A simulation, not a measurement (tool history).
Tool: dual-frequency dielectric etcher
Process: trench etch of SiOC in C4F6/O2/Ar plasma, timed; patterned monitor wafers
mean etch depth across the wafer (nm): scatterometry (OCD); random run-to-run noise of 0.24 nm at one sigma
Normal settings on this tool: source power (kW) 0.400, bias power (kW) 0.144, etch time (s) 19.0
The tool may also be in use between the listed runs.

run	day	source power (kW)	bias power (kW)	etch time (s)	read-back reference wafer on the same gauge, depth_nm	mean etch depth across the wafer (nm)
1	0.000	0.400	0.164	19.0	40.19	35.84
2	1.658	0.400	0.164	19.0	40.20	35.82
3	2.762	0.400	0.164	19.0	40.12	35.28
4	5.417	0.400	0.144	19.0	40.24	34.26
5	6.875	0.400	0.144	19.0	40.21	34.52
6	9.058	0.400	0.144	19.0	40.28	33.82
# day 10.367: source power generator calibrated
7	11.575	0.340	0.144	19.0	40.25	31.37
# day 13.458: wet clean of the chamber
8	13.479	0.340	0.144	19.0	40.21	32.66
9	15.550	0.400	0.144	19.0	40.22	34.85
10	17.596	0.300	0.122	22.0	40.23	34.11
# day 19.546: upper electrode replaced
11	20.508	0.400	0.165	19.0	40.21	36.26
12	21.867	0.400	0.144	19.0	40.16	34.52
# day 23.983: gauge calibrated
# day 24.646: bias power generator calibrated
13	27.975	0.400	0.110	19.0	40.16	31.39
# day 30.442: wet clean of the chamber
14	30.462	0.400	0.144	19.0	40.16	34.90
15	32.504	0.400	0.162	23.5	40.22	44.89
16	34.533	0.450	0.173	15.5	40.20	31.40

Branching from run 16: 5 alternative next runs. What would each branch give?
A	34.550	0.400	0.144	19.0	?	?
B	34.550	0.310	0.144	22.5	?	?
C	34.550	0.400	0.109	17.0	?	?
D	34.550	0.400	0.154	16.5	?	?
E	34.550	0.400	0.144	17.0	?	?

run	read-back reference wafer on the same gauge, depth_nm	mean etch depth across the wafer (nm)
A	40.16	34.07
B	40.16	36.10
C	40.16	28.22
D	40.16	30.17
E	40.16	30.49
The same runs, with their run-to-run variation unchanged, on a tool lacking any hidden condition would have given:
run	mean etch depth across the wafer (nm)
A	34.49
B	36.54
C	28.57
D	30.54
E	30.86
